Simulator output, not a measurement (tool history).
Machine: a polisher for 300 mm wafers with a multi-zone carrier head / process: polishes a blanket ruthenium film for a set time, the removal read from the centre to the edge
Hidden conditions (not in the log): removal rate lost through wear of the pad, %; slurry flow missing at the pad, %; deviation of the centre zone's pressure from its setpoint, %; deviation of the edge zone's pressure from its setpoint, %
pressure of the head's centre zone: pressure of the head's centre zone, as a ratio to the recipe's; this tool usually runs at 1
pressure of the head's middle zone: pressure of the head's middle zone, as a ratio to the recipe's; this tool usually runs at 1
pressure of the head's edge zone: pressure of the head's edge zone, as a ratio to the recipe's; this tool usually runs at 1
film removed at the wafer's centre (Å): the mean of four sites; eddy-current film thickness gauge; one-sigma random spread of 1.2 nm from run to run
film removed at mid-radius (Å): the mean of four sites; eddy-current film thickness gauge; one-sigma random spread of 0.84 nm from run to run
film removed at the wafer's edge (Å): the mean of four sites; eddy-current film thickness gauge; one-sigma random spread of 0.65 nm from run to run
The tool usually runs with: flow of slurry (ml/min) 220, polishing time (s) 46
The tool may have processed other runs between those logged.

run,hour,flow of slurry (ml/min),pressure of the head's centre zone,pressure of the head's middle zone,pressure of the head's edge zone,polishing time (s),wafers since the last listed run,wafers polished on this pad,hours since the slurry nozzle was cleaned,hours since the centre zone pressure was calibrated,hours since the edge zone pressure was calibrated,hours since the carrier head's membrane was replaced,"incoming thickness of the incoming film, nm",film removed at the wafer's centre (Å),film removed at mid-radius (Å),film removed at the wafer's edge (Å)
1,0,220,0.91,0.92,1,46,0,1632,334.4,81.4,53.6,687.3,306.3,720,766,792
2,52.2,220,0.91,0.92,1,46,612,2245,386.6,133.6,105.8,739.5,309.6,699,744,796
3,122.2,220,1,1,1,46,821,3066,456.6,203.6,175.8,809.5,315,793,808,810
# hour 133.6: slurry nozzle cleaned
4,169.4,220,1,1,1,46,542,3608,35.8,250.8,223,856.7,309.7,775,816,797
5,227.1,220,1,1,1,46,676,4285,93.5,308.5,280.7,914.4,312.5,755,814,796
# hour 249.4: worn pad replaced by a new one
6,333,220,1,1,1,46,1195,981,199.4,414.4,386.6,1020.3,312.4,745,809,796
# hour 405.5: edge zone pressure recalibrated
7,407.9,220,1,1,1,46,855,1836,274.3,489.3,2.4,1095.2,307.3,748,812,806
8,502.7,220,1,1,1,46,1112,2948,369.1,584.1,97.2,1190,309.8,731,795,798
# hour 521.3: slurry nozzle cleaned
# hour 573.6: worn pad replaced by a new one
9,592.9,220,1,1,1,46,999,225,71.6,674.3,187.4,1280.2,311.1,726,802,806
10,691.1,220,1,1,1,36,1152,1378,169.8,772.5,285.6,1378.4,316.5,562,625,629
11,748.5,220,1,1,1,46,673,2051,227.2,829.9,343,1435.8,309,716,805,806
# hour 767.3: carrier head's membrane replaced by a new one
12,811.9,255,1,1.07,1,46,685,2736,290.6,893.3,406.4,44.6,314.2,721,876,810
13,878.5,195,1,1.07,1,54,781,3517,357.2,959.9,473,111.2,306.2,790,981,938
# hour 886.5: edge zone pressure recalibrated
# hour 905.7: worn pad replaced by a new one
# hour 954.9: centre zone pressure recalibrated
# hour 985.5: slurry nozzle cleaned
14,1155.4,150,1,1,1.05,46,3142,2894,169.9,200.5,268.9,388.1,311.3,712,768,789
# hour 1249.1: worn pad replaced by a new one
# hour 1367: edge zone pressure recalibrated
# hour 1387.3: slurry nozzle cleaned
15,1441.5,220,1,1,1,46,3274,2221,54.2,486.6,74.5,674.2,309.4,735,789,795
16,1537.2,275,1,1,1,46,1122,3344,149.9,582.3,170.2,769.9,307.5,755,814,821
# hour 1608.1: worn pad replaced by a new one
17,1608.6,220,1,1,1,46,790,5,221.3,653.7,241.6,841.3,309.7,709,802,800
18,1687.2,220,1,1.09,0.95,51,922,928,299.9,732.3,320.2,919.9,312,794,957,872
19,1752.2,220,1.11,1,1.1,46,762,1690,364.9,797.3,385.2,984.9,312.3,792,795,848

Predict each of these 4 candidate next runs independently; none follows another, all start after run 19:
A,1752.6,220,1,1,1,46,4,1695,365.3,797.7,385.6,985.3,312.5,?,?,?
B,1752.6,265,1,1.09,0.89,31,4,1695,365.3,797.7,385.6,985.3,312.5,?,?,?
C,1752.6,180,1.07,1,1.04,59,4,1695,365.3,797.7,385.6,985.3,312.5,?,?,?
D,1752.6,160,1,0.93,0.9,61,4,1695,365.3,797.7,385.6,985.3,312.5,?,?,?

run,film removed at the wafer's centre (Å),film removed at mid-radius (Å),film removed at the wafer's edge (Å)
A,707,794,804
B,489,589,521
C,941,989,1028
D,887,943,979
Without the tool's hidden state the same runs would have given:
run,film removed at the wafer's centre (Å),film removed at mid-radius (Å),film removed at the wafer's edge (Å)
A,786,794,804
B,543,589,521
C,1044,988,1028
D,986,943,979
